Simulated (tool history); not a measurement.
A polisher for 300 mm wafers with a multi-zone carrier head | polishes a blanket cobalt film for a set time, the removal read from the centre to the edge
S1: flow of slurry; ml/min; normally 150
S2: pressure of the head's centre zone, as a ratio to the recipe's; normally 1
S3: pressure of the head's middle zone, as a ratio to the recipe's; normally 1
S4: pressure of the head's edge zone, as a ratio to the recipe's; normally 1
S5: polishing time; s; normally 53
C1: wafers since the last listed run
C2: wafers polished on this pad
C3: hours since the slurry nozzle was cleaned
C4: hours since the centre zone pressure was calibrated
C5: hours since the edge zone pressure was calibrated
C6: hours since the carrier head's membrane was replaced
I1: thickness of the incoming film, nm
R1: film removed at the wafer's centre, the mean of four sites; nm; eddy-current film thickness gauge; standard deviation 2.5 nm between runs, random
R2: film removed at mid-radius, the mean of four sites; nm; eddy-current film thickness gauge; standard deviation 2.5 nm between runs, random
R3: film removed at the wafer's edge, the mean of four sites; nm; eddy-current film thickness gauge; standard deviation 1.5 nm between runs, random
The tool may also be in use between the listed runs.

Run 1, hour 0: usual settings but S3 1.04, S5 47 s; C1 0; C2 957; C3 715.8; C4 35.9; C5 696.1; C6 1560.8; I1 673. Result: R1 196 nm, R2 222.9 nm, R3 218.2 nm.
Run 2, hour 18: usual settings but S4 1.1, S5 42 s; C1 256; C2 1213; C3 733.8; C4 53.9; C5 714.1; C6 1578.8; I1 668.7. Result: R1 174.6 nm, R2 191.5 nm, R3 205.3 nm.
Run 3, hour 24.5: usual settings but S1 180 ml/min, S3 0.95; C1 92; C2 1306; C3 740.3; C4 60.4; C5 720.6; C6 1585.3; I1 658.6. Result: R1 231.2 nm, R2 242.4 nm, R3 253.6 nm.
Run 4, hour 39.1: usual settings but S1 130 ml/min, S3 0.94, S5 62 s; C1 208; C2 1514; C3 754.9; C4 75; C5 735.2; C6 1599.9; I1 669.5. Result: R1 246.2 nm, R2 262 nm, R3 283.5 nm.
Run 5, hour 48.6: usual settings but S2 0.88, S5 44 s; C1 135; C2 1649; C3 764.4; C4 84.5; C5 744.7; C6 1609.4; I1 669.5. Result: R1 160.4 nm, R2 199.2 nm, R3 204.5 nm.
Run 6, hour 56.1: usual settings but S4 0.9; C1 106; C2 1756; C3 771.9; C4 92; C5 752.2; C6 1616.9; I1 648.4. Result: R1 219.1 nm, R2 243.4 nm, R3 234.4 nm.
At hour 61.2: worn pad replaced by a new one.
At hour 69.9: carrier head's membrane replaced by a new one.
Run 7, hour 70.4: usual settings but S4 0.89; C1 75; C2 60; C3 786.2; C4 106.3; C5 766.5; C6 0.5; I1 655.8. Result: R1 219.9 nm, R2 243.5 nm, R3 235.2 nm.
Run 8, hour 81.1: usual settings but S2 0.94, S4 0.91; C1 152; C2 212; C3 796.9; C4 117; C5 777.2; C6 11.2; I1 675.4. Result: R1 206.7 nm, R2 242.8 nm, R3 238 nm.
At hour 94.9: slurry nozzle cleaned.
Run 9, hour 95.2: usual settings but S2 1.04; C1 186; C2 399; C3 0.3; C4 131.1; C5 791.3; C6 25.3; I1 664.4. Result: R1 224.2 nm, R2 244.8 nm, R3 246.6 nm.
At hour 107.5: edge zone pressure recalibrated.
Run 10, hour 111.6: usual settings but S1 170 ml/min; C1 205; C2 604; C3 16.7; C4 147.5; C5 4.1; C6 41.7; I1 656.5. Result: R1 225 nm, R2 253.3 nm, R3 252 nm.
Run 11, hour 123.2: usual settings but S1 110 ml/min, S4 1.05; C1 165; C2 769; C3 28.3; C4 159.1; C5 15.7; C6 53.3; I1 657.7. Result: R1 200.3 nm, R2 224.6 nm, R3 238.7 nm.
Run 12, hour 130.7: usual settings but S2 1.08, S5 48 s; C1 106; C2 876; C3 35.8; C4 166.6; C5 23.2; C6 60.8; I1 653.6. Result: R1 210.3 nm, R2 217.9 nm, R3 222.8 nm.
At hour 140.8: centre zone pressure recalibrated, repeated, since the last time left the tool worse.
Run 13, hour 141.3: usual settings but S2 0.96, S3 1.03; C1 122; C2 999; C3 46.4; C4 0.5; C5 33.8; C6 71.4; I1 652. Result: R1 246 nm, R2 248.5 nm, R3 246.5 nm.
Run 14, hour 152.9: usual settings; C1 165; C2 1164; C3 58; C4 12.1; C5 45.4; C6 83; I1 648.3. Result: R1 245.4 nm, R2 245 nm, R3 245.4 nm.
Run 15, hour 182.6: usual settings but S1 170 ml/min, S3 0.92, S4 0.95, S5 47 s; C1 423; C2 1588; C3 87.7; C4 41.8; C5 75.1; C6 112.7; I1 664. Result: R1 226.1 nm, R2 208 nm, R3 217.4 nm.
At hour 188.8: worn pad replaced by a new one.
Run 16, hour 198.7: usual settings but S3 1.05, S4 1.08; C1 172; C2 140; C3 103.8; C4 57.9; C5 91.2; C6 128.8; I1 654.1. Result: R1 252.9 nm, R2 253.1 nm, R3 254.6 nm.
Run 17, hour 205.5: usual settings but S1 180 ml/min, S2 0.89, S3 1.05, S4 0.9; C1 96; C2 237; C3 110.6; C4 64.7; C5 98; C6 135.6; I1 650.9. Result: R1 234.1 nm, R2 268.2 nm, R3 240.4 nm.
Run 18, hour 212.1: usual settings but S2 1.06; C1 94; C2 331; C3 117.2; C4 71.3; C5 104.6; C6 142.2; I1 658.8. Result: R1 257.2 nm, R2 240.1 nm, R3 248.7 nm.
Run 19, hour 226.8: usual settings but S2 0.92, S3 0.88, S4 1.1; C1 209; C2 540; C3 131.9; C4 86; C5 119.3; C6 156.9; I1 671.4. Result: R1 234.5 nm, R2 217.3 nm, R3 259.8 nm.
Run 20, hour 258.4: usual settings; C1 450; C2 991; C3 163.5; C4 117.6; C5 150.9; C6 188.5; I1 666.7. Result: R1 251.9 nm, R2 244.5 nm, R3 248.3 nm.
Run 21, hour 269.1: usual settings; C1 152; C2 1143; C3 174.2; C4 128.3; C5 161.6; C6 199.2; I1 663.6. Result: R1 246.2 nm, R2 238.1 nm, R3 249.2 nm.

Some steps in R1 between neighbouring runs. How much of each would the tool show without its hidden state too (settings, what came in, random variation), and how much is left for the hidden state, with any gauge scatter that isn't in both results?
Hidden state at play: removal rate lost through wear of the pad, %; slurry flow missing at the pad, %; deviation of the centre zone's pressure from its setpoint, %; deviation of the edge zone's pressure from its setpoint, %.
Run 4 -> 5: S1 130 -> 150, S2 1 -> 0.88, S3 0.94 -> 1, S5 62 -> 44. R1 -85.8 nm: hidden state +11.3, all else -97.1.
Run 5 -> 6: S2 0.88 -> 1, S4 1 -> 0.9, S5 44 -> 53. R1 +58.7 nm: hidden state -7.7, all else +66.4.
Run 12 -> 13: S2 1.08 -> 0.96, S3 1 -> 1.03, S5 48 -> 53, centre zone pressure recalibrated, repeated, since the last time left the tool worse. R1 +35.7 nm: hidden state +28.5, all else +7.2.

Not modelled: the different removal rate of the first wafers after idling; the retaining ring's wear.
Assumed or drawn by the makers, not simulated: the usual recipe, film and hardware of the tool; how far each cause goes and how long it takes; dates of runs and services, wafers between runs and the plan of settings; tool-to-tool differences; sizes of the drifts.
